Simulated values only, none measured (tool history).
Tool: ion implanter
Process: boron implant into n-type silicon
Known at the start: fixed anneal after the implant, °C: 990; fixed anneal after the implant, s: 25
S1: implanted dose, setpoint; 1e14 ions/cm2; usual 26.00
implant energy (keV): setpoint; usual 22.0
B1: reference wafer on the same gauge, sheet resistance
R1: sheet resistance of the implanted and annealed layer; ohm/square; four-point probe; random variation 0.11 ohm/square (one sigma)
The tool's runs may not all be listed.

{"run": 1, "hour": 0.0, "S1": 26.0, "implant energy (keV)": 22.0, "B1": 72.09, "R1": 73.14}
{"run": 2, "hour": 13.0, "S1": 26.0, "implant energy (keV)": 22.0, "B1": 72.09, "R1": 72.82}
{"run": 3, "hour": 45.9, "S1": 27.74, "implant energy (keV)": 22.0, "B1": 72.14, "R1": 71.41}
{"run": 4, "hour": 67.7, "S1": 27.74, "implant energy (keV)": 22.0, "B1": 72.11, "R1": 71.16}
{"run": 5, "hour": 97.1, "S1": 27.74, "implant energy (keV)": 22.0, "B1": 72.09, "R1": 71.28}
{"run": 6, "hour": 127.4, "S1": 26.0, "implant energy (keV)": 22.0, "B1": 72.09, "R1": 73.1}
{"run": 7, "hour": 157.3, "S1": 26.0, "implant energy (keV)": 22.0, "B1": 72.09, "R1": 72.59}
{"run": 8, "hour": 192.1, "S1": 26.0, "implant energy (keV)": 22.0, "B1": 72.1, "R1": 72.69}
{"run": 9, "hour": 205.5, "S1": 26.0, "implant energy (keV)": 22.0, "B1": 72.11, "R1": 72.96}
{"run": 10, "hour": 233.0, "S1": 26.0, "implant energy (keV)": 22.0, "B1": 72.08, "R1": 72.84}
{"run": 11, "hour": 256.5, "S1": 26.0, "implant energy (keV)": 22.0, "B1": 72.13, "R1": 72.65}
{"run": 12, "hour": 270.5, "S1": 26.0, "implant energy (keV)": 22.0, "B1": 72.1, "R1": 72.61}
{"run": 13, "hour": 283.7, "S1": 26.0, "implant energy (keV)": 22.0, "B1": 72.09, "R1": 72.62}
{"run": 14, "hour": 308.7, "S1": 26.0, "implant energy (keV)": 22.0, "B1": 72.11, "R1": 72.83}
{"run": 15, "hour": 335.9, "S1": 26.0, "implant energy (keV)": 22.0, "B1": 72.1, "R1": 72.66}
{"hour": 358.3, "done": "gauge calibrated"}
{"run": 16, "hour": 360.7, "S1": 26.0, "implant energy (keV)": 22.0, "B1": 72.12, "R1": 72.54}
{"run": 17, "hour": 376.9, "S1": 20.04, "implant energy (keV)": 18.0, "B1": 72.12, "R1": 86.38}
{"run": 18, "hour": 396.1, "S1": 32.24, "implant energy (keV)": 17.5, "B1": 72.12, "R1": 76.49}
{"run": 19, "hour": 431.4, "S1": 21.07, "implant energy (keV)": 19.0, "B1": 72.11, "R1": 83.1}
{"hour": 452.1, "done": "extraction supply calibrated"}
{"run": 20, "hour": 452.6, "S1": 19.38, "implant energy (keV)": 27.0, "B1": 72.09, "R1": 78.02}
{"run": 21, "hour": 481.3, "S1": 29.96, "implant energy (keV)": 28.5, "B1": 72.13, "R1": 62.36}
{"run": 22, "hour": 506.8, "S1": 19.63, "implant energy (keV)": 29.5, "B1": 72.11, "R1": 76.12}
{"run": 23, "hour": 524.0, "S1": 28.88, "implant energy (keV)": 24.0, "B1": 72.11, "R1": 67.36}
{"hour": 547.1, "done": "Faraday cup replaced and dose calibrated"}
{"run": 24, "hour": 547.6, "S1": 26.0, "implant energy (keV)": 22.0, "B1": 72.08, "R1": 74.14}
{"run": 25, "hour": 557.1, "S1": 30.29, "implant energy (keV)": 15.0, "B1": 72.09, "R1": 84.9}
{"run": 26, "hour": 582.1, "S1": 26.0, "implant energy (keV)": 22.0, "B1": 72.11, "R1": 74.24}
{"run": 27, "hour": 613.7, "S1": 26.0, "implant energy (keV)": 22.0, "B1": 72.12, "R1": 73.98}
{"run": 28, "hour": 635.2, "S1": 33.65, "implant energy (keV)": 19.0, "B1": 72.11, "R1": 73.5}
{"run": 29, "hour": 660.0, "S1": 28.01, "implant energy (keV)": 27.0, "B1": 72.12, "R1": 66.9}
{"run": 30, "hour": 681.6, "S1": 27.74, "implant energy (keV)": 22.0, "B1": 72.07, "R1": 72.43}
{"run": 31, "hour": 716.3, "S1": 23.48, "implant energy (keV)": 24.0, "B1": 72.07, "R1": 75.25}
{"run": 32, "hour": 788.3, "S1": 28.01, "implant energy (keV)": 28.5, "B1": 72.1, "R1": 65.65}
{"run": 33, "hour": 808.5, "S1": 32.56, "implant energy (keV)": 28.0, "B1": 72.1, "R1": 62.3}

Some steps in R1 between neighbouring runs. How much of each would the tool show without its hidden state too (settings, what came in, random variation), and how much is left for the hidden state, with any gauge scatter that isn't in both results?
The hidden state here: deviation of the true dose from the Faraday cup's reading, %; deviation of the true energy from its setpoint, %; gauge reads high (%).
Run 16 -> 17: S1 26.00 -> 20.04, implant energy (keV) 22.0 -> 18.0. R1 +13.84 ohm/square: hidden state -0.54, all else +14.38.
Run 20 -> 21: S1 19.38 -> 29.96, implant energy (keV) 27.0 -> 28.5. R1 -15.66 ohm/square: hidden state +1.21, all else -16.87.
Run 21 -> 22: S1 29.96 -> 19.63, implant energy (keV) 28.5 -> 29.5. R1 +13.76 ohm/square: hidden state -1.36, all else +15.12.
Run 22 -> 23: S1 19.63 -> 28.88, implant energy (keV) 29.5 -> 24.0. R1 -8.76 ohm/square: hidden state +1.38, all else -10.14.
Run 23 -> 24: S1 28.88 -> 26.00, implant energy (keV) 24.0 -> 22.0, Faraday cup replaced and dose calibrated. R1 +6.78 ohm/square: hidden state +1.56, all else +5.22.

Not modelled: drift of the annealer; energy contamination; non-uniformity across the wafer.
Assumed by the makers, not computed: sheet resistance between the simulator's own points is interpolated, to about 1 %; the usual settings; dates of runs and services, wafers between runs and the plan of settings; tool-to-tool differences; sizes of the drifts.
